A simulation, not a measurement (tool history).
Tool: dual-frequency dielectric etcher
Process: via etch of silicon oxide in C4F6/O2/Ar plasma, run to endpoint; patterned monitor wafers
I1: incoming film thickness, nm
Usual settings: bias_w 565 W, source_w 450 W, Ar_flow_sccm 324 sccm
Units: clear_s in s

{"run": 1, "hour": 0.0, "bias_w": 454, "source_w": 450, "Ar_flow_sccm": 324, "I1": 86.2, "clear_s": 18.5}
{"run": 2, "hour": 36.3, "bias_w": 454, "source_w": 450, "Ar_flow_sccm": 324, "I1": 85.0, "clear_s": 18.1}
{"run": 3, "hour": 133.0, "bias_w": 565, "source_w": 450, "Ar_flow_sccm": 324, "I1": 86.3, "clear_s": 16.1}
{"hour": 196.9, "done": "Ar flow controller replaced"}
{"run": 4, "hour": 218.2, "bias_w": 565, "source_w": 450, "Ar_flow_sccm": 379, "I1": 86.0, "clear_s": 16.2}
{"run": 5, "hour": 316.9, "bias_w": 565, "source_w": 510, "Ar_flow_sccm": 251, "I1": 86.5, "clear_s": 14.9}
{"run": 6, "hour": 353.8, "bias_w": 636, "source_w": 390, "Ar_flow_sccm": 303, "I1": 86.3, "clear_s": 15.2}
{"run": 7, "hour": 428.9, "bias_w": 565, "source_w": 410, "Ar_flow_sccm": 324, "I1": 86.1, "clear_s": 16.1}
{"run": 8, "hour": 512.1, "bias_w": 666, "source_w": 450, "Ar_flow_sccm": 248, "I1": 87.2, "clear_s": 14.0}
{"hour": 544.1, "done": "wet clean of the chamber"}
{"run": 9, "hour": 610.6, "bias_w": 491, "source_w": 450, "Ar_flow_sccm": 324, "I1": 86.7, "clear_s": 17.4}
{"run": 10, "hour": 659.3, "bias_w": 565, "source_w": 450, "Ar_flow_sccm": 324, "I1": 86.8, "clear_s": 16.3}
{"run": 11, "hour": 704.7, "bias_w": 565, "source_w": 450, "Ar_flow_sccm": 286, "I1": 86.0, "clear_s": 15.7}
{"hour": 791.5, "done": "upper electrode replaced"}
{"run": 12, "hour": 796.4, "bias_w": 697, "source_w": 450, "Ar_flow_sccm": 263, "I1": 85.9, "clear_s": 13.4}
{"run": 13, "hour": 844.7, "bias_w": 565, "source_w": 450, "Ar_flow_sccm": 324, "I1": 86.3, "clear_s": 15.9}
{"run": 14, "hour": 882.0, "bias_w": 565, "source_w": 450, "Ar_flow_sccm": 324, "I1": 86.5, "clear_s": 15.7}
{"run": 15, "hour": 979.1, "bias_w": 565, "source_w": 450, "Ar_flow_sccm": 248, "I1": 86.6, "clear_s": 15.1}
{"run": 16, "hour": 1016.1, "bias_w": 474, "source_w": 350, "Ar_flow_sccm": 324, "I1": 86.7, "clear_s": 18.7}
{"hour": 1073.8, "done": "bias power generator calibrated"}
{"run": 17, "hour": 1100.3, "bias_w": 603, "source_w": 350, "Ar_flow_sccm": 346, "I1": 85.7, "clear_s": 16.0}
{"run": 18, "hour": 1153.8, "bias_w": 637, "source_w": 360, "Ar_flow_sccm": 393, "I1": 85.8, "clear_s": 15.6}
{"run": 19, "hour": 1213.2, "bias_w": 565, "source_w": 450, "Ar_flow_sccm": 324, "I1": 86.2, "clear_s": 15.6}
{"hour": 1278.6, "done": "wet clean of the chamber"}
{"run": 20, "hour": 1279.1, "bias_w": 522, "source_w": 480, "Ar_flow_sccm": 293, "I1": 86.1, "clear_s": 16.5}
{"run": 21, "hour": 1344.1, "bias_w": 623, "source_w": 500, "Ar_flow_sccm": 290, "I1": 86.6, "clear_s": 14.7}
{"run": 22, "hour": 1415.4, "bias_w": 565, "source_w": 450, "Ar_flow_sccm": 324, "I1": 87.8, "clear_s": 16.2}
{"run": 23, "hour": 1503.3, "bias_w": 565, "source_w": 520, "Ar_flow_sccm": 279, "I1": 85.5, "clear_s": 14.9}
{"run": 24, "hour": 1560.1, "bias_w": 565, "source_w": 450, "Ar_flow_sccm": 324, "I1": 85.8, "clear_s": 15.9}
{"run": 25, "hour": 1655.6, "bias_w": 499, "source_w": 520, "Ar_flow_sccm": 270, "I1": 85.9, "clear_s": 16.0}
{"run": 26, "hour": 1727.9, "bias_w": 515, "source_w": 500, "Ar_flow_sccm": 373, "I1": 87.3, "clear_s": 16.5}
{"run": 27, "hour": 1764.2, "bias_w": 512, "source_w": 370, "Ar_flow_sccm": 400, "I1": 86.5, "clear_s": 18.0}
{"run": 28, "hour": 1844.8, "bias_w": 619, "source_w": 500, "Ar_flow_sccm": 392, "I1": 86.8, "clear_s": 14.9}

Forecast each of these 5 alternatives for the next run:
{"run": "A", "hour": 1845.2, "bias_w": 565, "source_w": 340, "Ar_flow_sccm": 324, "I1": 86.0, "clear_s": "?"}
{"run": "B", "hour": 1845.2, "bias_w": 443, "source_w": 500, "Ar_flow_sccm": 324, "I1": 86.0, "clear_s": "?"}
{"run": "C", "hour": 1845.2, "bias_w": 565, "source_w": 540, "Ar_flow_sccm": 324, "I1": 86.0, "clear_s": "?"}
{"run": "D", "hour": 1845.2, "bias_w": 426, "source_w": 510, "Ar_flow_sccm": 286, "I1": 86.0, "clear_s": "?"}
{"run": "E", "hour": 1845.2, "bias_w": 454, "source_w": 500, "Ar_flow_sccm": 279, "I1": 86.0, "clear_s": "?"}

run=A clear_s=16.6
run=B clear_s=17.3
run=C clear_s=14.7
run=D clear_s=17.3
run=E clear_s=16.7
Without the tool's hidden state the same runs would have given:
run=A clear_s=17.2
run=B clear_s=17.9
run=C clear_s=15.2
run=D clear_s=17.9
run=E clear_s=17.3
